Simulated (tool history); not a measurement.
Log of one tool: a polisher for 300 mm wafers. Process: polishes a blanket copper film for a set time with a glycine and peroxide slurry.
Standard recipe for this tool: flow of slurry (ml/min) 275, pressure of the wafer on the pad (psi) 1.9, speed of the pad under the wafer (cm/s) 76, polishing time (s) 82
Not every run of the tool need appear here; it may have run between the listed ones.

run,hour,flow of slurry (ml/min),pressure of the wafer on the pad (psi),speed of the pad under the wafer (cm/s),polishing time (s),"incoming thickness of the incoming film, nm",film removed (nm)
1,0,275,2.1,76,96,1239.1,356.9
2,60.3,275,2.1,76,96,1238.2,356.2
3,148.5,275,1.9,82,74,1240,262.4
4,241.5,275,1.9,82,74,1251.6,262.9
# hour 332.1: worn pad replaced by a new one
5,343.5,275,1.9,82,74,1253.4,269
6,400.3,325,1.9,76,82,1234.1,291.8
7,475,275,1.9,56,82,1243.9,241.7
8,573,275,1.9,76,82,1258.4,280.3
# hour 611.3: head pressure recalibrated
9,657.1,275,1.9,76,82,1263.3,281.3
10,719.3,275,1.9,76,82,1250.1,281.8
# hour 850.1: slurry nozzle cleaned
11,962,275,1.9,76,82,1258,279.2
12,1025.2,275,1.9,76,82,1242,273.6
13,1126.5,275,1.9,76,82,1267.1,269.3
# hour 1173.8: worn pad replaced by a new one
14,1194.6,275,1.9,76,82,1249.1,283.3
15,1258.3,210,1.9,92,99,1254.5,380.8
# hour 1292.4: head pressure recalibrated
16,1306.3,275,1.9,76,82,1263.1,284.9
17,1386.2,275,1.9,76,82,1231.4,285.7
18,1451.2,345,1.3,88,82,1257.5,245.3
19,1557.7,275,1.9,76,82,1252.1,284.1
# hour 1612.4: slurry nozzle cleaned
20,1623.7,275,1.9,76,101,1263.4,350.5
21,1685.3,275,1.9,76,82,1268,278.6
22,1743.7,275,1.9,76,82,1276.6,278.4
23,1843,275,2.3,76,110,1258.2,424.7
24,1904,190,1.9,102,82,1268,320.5
# hour 1971.1: worn pad replaced by a new one
25,2003.4,275,2.3,76,99,1251.9,399.3
26,2063.4,275,1.9,76,82,1253.9,285.2
# hour 2145.6: head pressure recalibrated
27,2161.2,275,1.9,66,82,1258.4,262.8
28,2233.8,190,1.9,102,82,1258.3,329.6
29,2284.9,275,1.9,76,97,1264.6,339.8
30,2343.5,275,1.9,76,82,1274.1,285.4
# hour 2393.1: slurry nozzle cleaned
31,2406.6,330,1.9,54,97,1261.4,283.2
32,2502.7,275,2.5,76,89,1234.2,372.9
# hour 2693.5: worn pad replaced by a new one
33,2740.8,275,2.1,76,96,1235.4,358.9
# hour 2809.9: head pressure recalibrated
34,2838.9,275,1.9,92,72,1259.5,285.1
35,2960.2,275,1.3,100,93,1228.4,297.3
36,3042.4,275,1.7,100,82,1243.8,310.2
37,3094.6,275,1.5,58,102,1228.7,260.9
38,3170.9,215,2.5,60,82,1256.1,294.7

The logged runs with the hidden state left out (each run's random variation unchanged):
Hidden state at play: removal rate lost through wear of the pad, %; slurry flow missing at the pad, %; deviation of the head's pressure from its setpoint, %.
run,film removed (nm)
1,363.7
2,364.7
3,270.9
4,274.1
5,270.5
6,293.6
7,243.5
8,283.2
9,285.3
10,286.8
11,289.7
12,285.8
13,284.8
14,286.2
15,384.8
16,288.2
17,289.6
18,249.2
19,290.4
20,359.7
21,287.2
22,288.5
23,444.5
24,337.8
25,401.1
26,286.6
27,264.7
28,332.8
29,344
30,289.8
31,288.7
32,382.9
33,360
34,286.4
35,299.8
36,314.1
37,265
38,300.9
